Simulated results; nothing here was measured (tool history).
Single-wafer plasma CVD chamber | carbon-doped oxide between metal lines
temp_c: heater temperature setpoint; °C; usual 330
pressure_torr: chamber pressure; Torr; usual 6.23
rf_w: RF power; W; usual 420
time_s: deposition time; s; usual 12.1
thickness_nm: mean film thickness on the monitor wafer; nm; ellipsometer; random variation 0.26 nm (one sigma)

| run | day | temp_c | pressure_torr | rf_w | time_s | wafers since the last listed run | hours since the last thermocouple change | hours since the last RF generator calibration | hours since the last manometer calibration | hours since the showerhead was replaced | hours since the gauge calibration | read-back reference wafer on the same gauge, thickness_nm | thickness_nm |
|---|---|---|---|---|---|---|---|---|---|---|---|---|---|
| 1 | 0 | 330 | 6.23 | 420 | 12.1 | 0 | 1722.1 | 470.6 | 1620.8 | 2799 | 502.6 | 69.403 | 59.26 |
| 2 | 0.671 | 330 | 6.23 | 420 | 12.1 | 243 | 1738.2 | 486.7 | 1636.9 | 2815.1 | 518.7 | 69.434 | 59.499 |
| 3 | 1.733 | 330 | 6.23 | 420 | 12.1 | 385 | 1763.7 | 512.2 | 1662.4 | 2840.6 | 544.2 | 69.399 | 59.447 |
| 4 | 2.688 | 330 | 6.23 | 420 | 12.1 | 346 | 1786.6 | 535.1 | 1685.3 | 2863.5 | 567.1 | 69.451 | 59.302 |
|  | 3.721 | thermocouple changed; heater temperature recalibrated |
|  | 3.742 | showerhead replaced |
| 5 | 3.762 | 330 | 6.23 | 420 | 12.1 | 262 | 1 | 560.9 | 1711.1 | 0.5 | 592.9 | 69.323 | 59.312 |
|  | 4.875 | capacitance manometer re-zeroed and calibrated |
| 6 | 5.217 | 330 | 6.23 | 420 | 12.1 | 406 | 35.9 | 595.8 | 8.2 | 35.4 | 627.8 | 69.449 | 59.062 |
| 7 | 6.2 | 324 | 6.23 | 420 | 12.1 | 356 | 59.5 | 619.4 | 31.8 | 59 | 651.4 | 69.387 | 60.51 |
| 8 | 7.483 | 330 | 6.23 | 420 | 12.1 | 465 | 90.3 | 650.2 | 62.6 | 89.8 | 682.2 | 69.349 | 59.44 |
| 9 | 8.221 | 330 | 6.23 | 420 | 12.1 | 267 | 108 | 667.9 | 80.3 | 107.5 | 699.9 | 69.231 | 59.295 |
| 10 | 9.125 | 330 | 6.23 | 420 | 12.1 | 327 | 129.7 | 689.6 | 102 | 129.2 | 721.6 | 69.394 | 58.888 |
| 11 | 10.062 | 330 | 6.23 | 420 | 14 | 339 | 152.2 | 712.1 | 124.5 | 151.7 | 744.1 | 69.318 | 67.978 |
| 12 | 10.704 | 344 | 6.67 | 365 | 12.1 | 232 | 167.6 | 727.5 | 139.9 | 167.1 | 759.5 | 69.595 | 51.559 |
|  | 11.538 | RF generator calibrated |
| 13 | 11.75 | 324 | 6.83 | 480 | 10.4 | 258 | 192.7 | 5.1 | 165 | 192.2 | 784.6 | 69.424 | 59.908 |
| 14 | 13.138 | 330 | 6.23 | 420 | 12.1 | 503 | 226 | 38.4 | 198.3 | 225.5 | 817.9 | 69.232 | 61.821 |
| 15 | 16.425 | 330 | 6.69 | 340 | 12.1 | 1192 | 304.9 | 117.3 | 277.2 | 304.4 | 896.8 | 69.33 | 53.555 |
| 16 | 17.088 | 318 | 5.13 | 370 | 12.1 | 240 | 320.8 | 133.2 | 293.1 | 320.3 | 912.7 | 69.44 | 57.004 |
| 17 | 17.729 | 330 | 6.89 | 455 | 12.1 | 232 | 336.2 | 148.6 | 308.5 | 335.7 | 928.1 | 69.446 | 64.359 |
| 18 | 19.225 | 321 | 5.38 | 420 | 12.1 | 542 | 372.1 | 184.5 | 344.4 | 371.6 | 964 | 69.346 | 61.693 |
| 19 | 20.258 | 330 | 7.75 | 445 | 14 | 374 | 396.9 | 209.3 | 369.2 | 396.4 | 988.8 | 69.427 | 73.066 |
|  | 20.267 | gauge calibrated |
| 20 | 21.617 | 330 | 5.3 | 420 | 10.8 | 492 | 429.5 | 241.9 | 401.8 | 429 | 32.4 | 69.421 | 53.049 |
| 21 | 22.488 | 330 | 6.7 | 420 | 9.8 | 315 | 450.4 | 262.8 | 422.7 | 449.9 | 53.3 | 69.364 | 48.916 |
| 22 | 23.133 | 317 | 6.23 | 495 | 12.1 | 234 | 465.9 | 278.3 | 438.2 | 465.4 | 68.8 | 69.341 | 69.471 |
| 23 | 25.225 | 330 | 6.23 | 420 | 12.1 | 758 | 516.1 | 328.5 | 488.4 | 515.6 | 119 | 69.328 | 59.252 |
| 24 | 26.458 | 330 | 4.68 | 495 | 12.1 | 447 | 545.7 | 358.1 | 518 | 545.2 | 148.6 | 69.319 | 64.248 |
| 25 | 27.304 | 330 | 6.23 | 420 | 12.1 | 306 | 566 | 378.4 | 538.3 | 565.5 | 168.9 | 69.329 | 59.368 |
| 26 | 28.767 | 335 | 5.64 | 450 | 11 | 530 | 601.1 | 413.5 | 573.4 | 600.6 | 204 | 69.444 | 55.421 |
| 27 | 29.608 | 330 | 6.23 | 420 | 12.1 | 305 | 621.3 | 433.7 | 593.6 | 620.8 | 224.2 | 69.458 | 59.695 |
| 28 | 30.679 | 330 | 5.7 | 380 | 13.1 | 388 | 647 | 459.4 | 619.3 | 646.5 | 249.9 | 69.395 | 59.9 |
| 29 | 31.804 | 336 | 6.23 | 420 | 13.6 | 407 | 674 | 486.4 | 646.3 | 673.5 | 276.9 | 69.384 | 65.23 |

Hidden state or all else? Some run-to-run changes of thickness_nm, split into what the settings, what came in and random variation would give without the hidden state, and what is left for the hidden state (with any gauge scatter that isn't in both results):
The hidden state here: wafer temperature above the value expected at the setpoint (K); delivered RF power above the setpoint (%); true pressure above the setpoint (%); gauge reads high (%).
Run 11 -> 12: temp_c 330 -> 344, pressure_torr 6.23 -> 6.67, rf_w 420 -> 365, time_s 14 -> 12.1. thickness_nm -16.419 nm: hidden state +0.82, all else -17.239.
Run 12 -> 13: temp_c 344 -> 324, pressure_torr 6.67 -> 6.83, rf_w 365 -> 480, time_s 12.1 -> 10.4, RF generator calibrated. thickness_nm +8.349 nm: hidden state +2.873, all else +5.476.
Run 19 -> 20: pressure_torr 7.75 -> 5.3, rf_w 445 -> 420, time_s 14 -> 10.8, gauge calibrated. thickness_nm -20.017 nm: hidden state +0.534, all else -20.551.
Run 21 -> 22: temp_c 330 -> 317, pressure_torr 6.7 -> 6.23, rf_w 420 -> 495, time_s 9.8 -> 12.1. thickness_nm +20.555 nm: hidden state -0.515, all else +21.07.

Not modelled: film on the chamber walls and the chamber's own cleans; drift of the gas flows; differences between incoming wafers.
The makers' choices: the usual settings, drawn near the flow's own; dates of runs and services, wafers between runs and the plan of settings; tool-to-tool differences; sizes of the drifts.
